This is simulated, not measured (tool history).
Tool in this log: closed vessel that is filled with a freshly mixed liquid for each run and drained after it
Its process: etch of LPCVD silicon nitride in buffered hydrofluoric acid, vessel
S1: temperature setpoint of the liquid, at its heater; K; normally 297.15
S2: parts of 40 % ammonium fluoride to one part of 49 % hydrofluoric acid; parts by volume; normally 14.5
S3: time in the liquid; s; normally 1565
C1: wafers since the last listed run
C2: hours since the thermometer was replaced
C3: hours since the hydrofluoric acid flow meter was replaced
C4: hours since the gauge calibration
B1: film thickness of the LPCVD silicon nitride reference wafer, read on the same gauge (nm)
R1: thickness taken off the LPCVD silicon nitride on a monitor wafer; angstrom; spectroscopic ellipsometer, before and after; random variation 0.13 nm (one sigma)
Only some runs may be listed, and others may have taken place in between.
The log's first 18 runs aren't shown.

| run | hour | S1 | S2 | S3 | C1 | C2 | C3 | C4 | B1 | R1 |
|---|---|---|---|---|---|---|---|---|---|---|
| 19 | 1016.1 | 297.15 | 12.5 | 1565 | 2346 | 677.4 | 110.1 | 985.9 | 90.00 | 181.2 |
| 20 | 1062.5 | 293.15 | 12.5 | 1825 | 2042 | 723.8 | 156.5 | 1032.3 | 89.98 | 173.6 |
| 21 | 1097.0 | 297.15 | 14.5 | 1565 | 1518 | 758.3 | 191.0 | 1066.8 | 90.00 | 157.3 |
| 22 | 1156.0 | 292.15 | 19.5 | 2195 | 2597 | 817.3 | 250.0 | 1125.8 | 89.99 | 129.1 |
| 23 | 1199.1 | 299.65 | 10.5 | 1105 | 1897 | 860.4 | 293.1 | 1168.9 | 90.01 | 177.7 |
|  | 1228.3 | thermometer replaced |
| 24 | 1251.3 | 301.15 | 14.5 | 1270 | 2253 | 23.0 | 345.3 | 1221.1 | 89.98 | 145.7 |
| 25 | 1284.0 | 297.15 | 14.5 | 1565 | 1439 | 55.7 | 378.0 | 1253.8 | 90.01 | 142.9 |
| 26 | 1334.5 | 297.15 | 11.0 | 2005 | 2222 | 106.2 | 428.5 | 1304.3 | 90.01 | 243.7 |
| 27 | 1376.7 | 297.15 | 14.5 | 1565 | 1857 | 148.4 | 470.7 | 1346.5 | 90.04 | 146.0 |
| 28 | 1404.8 | 297.15 | 19.0 | 1565 | 1236 | 176.5 | 498.8 | 1374.6 | 89.96 | 113.5 |
| 29 | 1469.4 | 295.15 | 14.5 | 2315 | 2843 | 241.1 | 563.4 | 1439.2 | 90.01 | 196.1 |
| 30 | 1502.0 | 301.15 | 14.5 | 1270 | 1434 | 273.7 | 596.0 | 1471.8 | 90.02 | 149.2 |
| 31 | 1558.5 | 297.15 | 14.5 | 1180 | 2486 | 330.2 | 652.5 | 1528.3 | 89.94 | 115.1 |

Below are 5 alternative next runs, each starting from the tool's condition after run 31. Predict each:
| A | 1559.6 | 297.15 | 14.5 | 1565 | 48 | 331.3 | 653.6 | 1529.4 | ? | ? |
| B | 1559.6 | 293.65 | 16.5 | 1140 | 48 | 331.3 | 653.6 | 1529.4 | ? | ? |
| C | 1559.6 | 294.65 | 12.0 | 1565 | 48 | 331.3 | 653.6 | 1529.4 | ? | ? |
| D | 1559.6 | 298.65 | 8.5 | 1275 | 48 | 331.3 | 653.6 | 1529.4 | ? | ? |
| E | 1559.6 | 299.15 | 10.5 | 2125 | 48 | 331.3 | 653.6 | 1529.4 | ? | ? |

| run | B1 | R1 |
|---|---|---|
| A | 89.99 | 147.9 |
| B | 89.99 | 78.3 |
| C | 89.99 | 155.3 |
| D | 89.99 | 213.6 |
| E | 89.99 | 306.7 |
With no hidden state in the tool, these same runs would have given:
| run | R1 |
|---|---|
| A | 141.2 |
| B | 74.7 |
| C | 148.2 |
| D | 204.0 |
| E | 293.0 |
